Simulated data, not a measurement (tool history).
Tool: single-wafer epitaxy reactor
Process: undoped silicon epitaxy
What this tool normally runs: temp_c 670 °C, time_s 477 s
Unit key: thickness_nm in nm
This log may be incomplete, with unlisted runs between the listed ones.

run	hour	temp_c	time_s	read-back reference wafer on the same gauge, thickness_nm	thickness_nm
1	0.0	670	477	143.846	122.548
2	189.4	670	477	143.694	121.200
3	255.6	670	477	144.071	120.146
4	305.5	670	477	144.019	119.788
5	360.1	670	477	144.301	119.154
6	412.5	659	550	143.969	113.358
7	463.4	659	450	143.723	91.720
8	527.3	659	450	144.311	91.347
9	585.4	670	477	144.038	118.999
10	631.1	670	477	143.943	118.988
11	688.0	670	477	144.179	119.217
12	720.5	670	477	144.225	119.179
13	790.4	670	477	144.114	118.482
14	855.6	670	477	144.532	118.127
15	908.9	660	477	144.289	97.074
# hour 967.3: pyrometer calibrated
16	967.8	660	477	144.543	102.812
# hour 972.0: gauge calibrated
17	1009.9	670	477	143.901	124.417
18	1058.6	670	477	144.353	123.694
19	1128.1	670	477	144.225	122.793
20	1177.5	670	477	143.899	123.323
21	1327.8	670	477	144.065	123.108
22	1381.2	675	503	143.777	139.813
23	1423.1	664	407	143.924	93.568
24	1451.2	658	564	143.582	116.673
25	1508.3	657	431	144.017	85.913
26	1543.3	674	563	143.894	155.174
27	1603.5	681	509	143.768	159.362
28	1657.9	678	416	143.934	123.408
29	1711.1	670	477	143.876	121.256
30	1780.4	670	477	143.801	120.453
31	1956.9	681	566	144.291	173.257
32	2006.2	684	540	144.022	174.327
33	2042.9	681	531	144.460	164.812
34	2103.6	679	529	143.998	156.196
35	2147.8	670	477	144.336	120.997
36	2190.8	670	477	144.017	120.443
37	2246.0	665	477	144.202	109.100
38	2279.0	679	521	144.293	154.034
39	2317.2	670	477	143.892	118.406
40	2381.0	676	550	143.999	151.616
41	2446.3	670	477	144.415	119.098
42	2482.7	670	477	144.320	119.815
43	2545.4	665	541	143.801	120.814
44	2581.5	663	541	143.750	117.480
45	2621.3	675	477	144.150	128.841
# hour 2669.0: pyrometer calibrated
46	2671.5	670	477	144.029	123.072

Measured minus without-hidden-state, run by run (identical run-to-run variation in each term; gauge scatter may differ):
The hidden state here: wafer temperature above the value expected at the setpoint (K); gauge reads high (%).
run	thickness_nm
1	-2.842
2	-3.584
3	-3.822
4	-4.013
5	-4.212
6	-4.299
7	-3.641
8	-3.831
9	-5.122
10	-5.309
11	-5.552
12	-5.684
13	-5.936
14	-6.185
15	-5.364
16	+0.111
17	-0.039
18	-0.237
19	-0.516
20	-0.718
21	-1.328
22	-1.739
23	-1.320
24	-1.777
25	-1.478
26	-2.764
27	-3.116
28	-2.648
29	-2.858
30	-3.120
31	-5.406
32	-5.693
33	-5.614
34	-5.658
35	-4.639
36	-4.796
37	-4.593
38	-6.486
39	-5.227
40	-6.946
41	-5.787
42	-5.971
43	-6.344
44	-6.342
45	-6.973
46	-0.351

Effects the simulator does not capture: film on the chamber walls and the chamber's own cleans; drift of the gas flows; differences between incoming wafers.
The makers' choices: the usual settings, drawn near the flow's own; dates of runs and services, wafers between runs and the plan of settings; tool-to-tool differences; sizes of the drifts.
